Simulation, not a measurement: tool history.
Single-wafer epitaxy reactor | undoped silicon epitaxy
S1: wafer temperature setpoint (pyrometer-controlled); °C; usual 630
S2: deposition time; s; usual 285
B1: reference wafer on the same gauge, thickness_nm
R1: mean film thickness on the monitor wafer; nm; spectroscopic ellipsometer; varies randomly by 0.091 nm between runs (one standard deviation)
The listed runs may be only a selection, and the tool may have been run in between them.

run 1 hour=0 | S1=633 S2=285 | B1=32.714 | R1=32.475
run 2 hour=101.9 | S1=630 S2=242 | B1=32.684 | R1=25.907
run 3 hour=178.3 | S1=623 S2=267 | B1=32.699 | R1=24.699
run 4 hour=247.6 | S1=623 S2=267 | B1=32.667 | R1=24.706
run 5 hour=345.5 | S1=623 S2=267 | B1=32.683 | R1=24.814
run 6 hour=433.5 | S1=630 S2=313 | B1=32.702 | R1=33.428
run 7 hour=521.7 | S1=636 S2=285 | B1=32.71 | R1=34.538
run 8 hour=571.1 | S1=636 S2=285 | B1=32.694 | R1=34.409
run 9 hour=641.9 | S1=636 S2=285 | B1=32.7 | R1=34.335
-- hour=657.4 gauge calibrated
run 10 hour=720.1 | S1=630 S2=285 | B1=32.709 | R1=30.446
run 11 hour=780.1 | S1=630 S2=285 | B1=32.713 | R1=30.512
run 12 hour=868.4 | S1=618 S2=230 | B1=32.692 | R1=19.224
run 13 hour=914.7 | S1=630 S2=285 | B1=32.71 | R1=30.417
-- hour=982.6 pyrometer calibrated
run 14 hour=996.4 | S1=623 S2=240 | B1=32.669 | R1=22.237
run 15 hour=1033.6 | S1=633 S2=285 | B1=32.708 | R1=32.287
run 16 hour=1116 | S1=641 S2=285 | B1=32.706 | R1=37.879
run 17 hour=1206.1 | S1=636 S2=245 | B1=32.697 | R1=29.453
run 18 hour=1284.1 | S1=630 S2=285 | B1=32.739 | R1=30.454
run 19 hour=1390.1 | S1=638 S2=304 | B1=32.641 | R1=37.967
run 20 hour=1449.5 | S1=630 S2=331 | B1=32.685 | R1=35.417
run 21 hour=1530.3 | S1=644 S2=340 | B1=32.684 | R1=47.85
run 22 hour=1578.2 | S1=618 S2=300 | B1=32.703 | R1=25.076
-- hour=1593.6 gauge calibrated
run 23 hour=1631.5 | S1=630 S2=285 | B1=32.688 | R1=30.445

State the hidden condition of the tool at each of the runs:
wafer temperature above the value expected at the setpoint (K): 0 at every run
gauge reads high (%): 0 at every run
